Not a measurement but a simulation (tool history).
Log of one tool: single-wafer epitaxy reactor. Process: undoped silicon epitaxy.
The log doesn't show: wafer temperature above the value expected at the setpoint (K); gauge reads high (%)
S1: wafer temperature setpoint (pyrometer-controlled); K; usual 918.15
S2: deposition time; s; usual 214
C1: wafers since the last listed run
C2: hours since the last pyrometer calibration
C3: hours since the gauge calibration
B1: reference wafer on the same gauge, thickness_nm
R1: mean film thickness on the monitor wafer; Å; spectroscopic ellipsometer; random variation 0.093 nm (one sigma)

| run | day | S1 | S2 | C1 | C2 | C3 | B1 | R1 |
|---|---|---|---|---|---|---|---|---|
| 1 | 0.000 | 918.15 | 246 | 0 | 1172.1 | 206.4 | 30.468 | 416.54 |
| 2 | 0.283 | 918.15 | 214 | 32 | 1178.9 | 213.2 | 30.542 | 362.23 |
| 3 | 0.917 | 918.15 | 214 | 72 | 1194.1 | 228.4 | 30.517 | 362.33 |
| 4 | 1.392 | 914.15 | 214 | 54 | 1205.5 | 239.8 | 30.491 | 330.81 |
| 5 | 1.925 | 914.15 | 214 | 61 | 1218.3 | 252.6 | 30.540 | 332.11 |
| 6 | 2.275 | 914.15 | 214 | 40 | 1226.7 | 261.0 | 30.522 | 334.29 |
| 7 | 2.938 | 930.15 | 214 | 75 | 1242.6 | 276.9 | 30.509 | 476.84 |
| 8 | 3.500 | 930.15 | 214 | 64 | 1256.1 | 290.4 | 30.514 | 476.15 |
| 9 | 3.817 | 918.15 | 214 | 36 | 1263.7 | 298.0 | 30.501 | 364.80 |
| 10 | 4.488 | 918.15 | 214 | 76 | 1279.8 | 314.1 | 30.479 | 366.06 |
| 11 | 5.579 | 929.15 | 189 | 125 | 1306.0 | 340.3 | 30.477 | 414.22 |
| 12 | 5.842 | 929.15 | 189 | 30 | 1312.3 | 346.6 | 30.506 | 413.45 |
| 13 | 6.404 | 929.15 | 189 | 64 | 1325.8 | 360.1 | 30.525 | 415.35 |
| 14 | 6.750 | 918.15 | 234 | 39 | 1334.1 | 368.4 | 30.500 | 401.53 |
| 15 | 8.712 | 918.15 | 214 | 224 | 1381.2 | 415.5 | 30.503 | 368.65 |
| 16 | 9.458 | 918.15 | 214 | 85 | 1399.1 | 433.4 | 30.465 | 369.31 |
| 17 | 9.712 | 918.15 | 205 | 29 | 1405.2 | 439.5 | 30.484 | 355.01 |
| 18 | 10.071 | 918.15 | 205 | 41 | 1413.8 | 448.1 | 30.510 | 355.00 |
| 19 | 10.633 | 918.15 | 214 | 64 | 1427.3 | 461.6 | 30.525 | 370.88 |
| 20 | 11.100 | 918.15 | 214 | 53 | 1438.5 | 472.8 | 30.502 | 372.91 |
| 21 | 11.592 | 906.15 | 214 | 56 | 1450.3 | 484.6 | 30.489 | 280.74 |
|  | 13.596 | pyrometer calibrated |
| 22 | 13.650 | 918.15 | 177 | 197 | 1.3 | 534.0 | 30.470 | 279.79 |

The next listed run, before its measurement:
| 23 | 13.904 | 918.15 | 245 | 29 | 7.4 | 540.1 | ? | ? |

Run 23 gave B1 30.482, R1 388.95 Å.
Without the tool's hidden state the same run would have given R1 392.81 Å.

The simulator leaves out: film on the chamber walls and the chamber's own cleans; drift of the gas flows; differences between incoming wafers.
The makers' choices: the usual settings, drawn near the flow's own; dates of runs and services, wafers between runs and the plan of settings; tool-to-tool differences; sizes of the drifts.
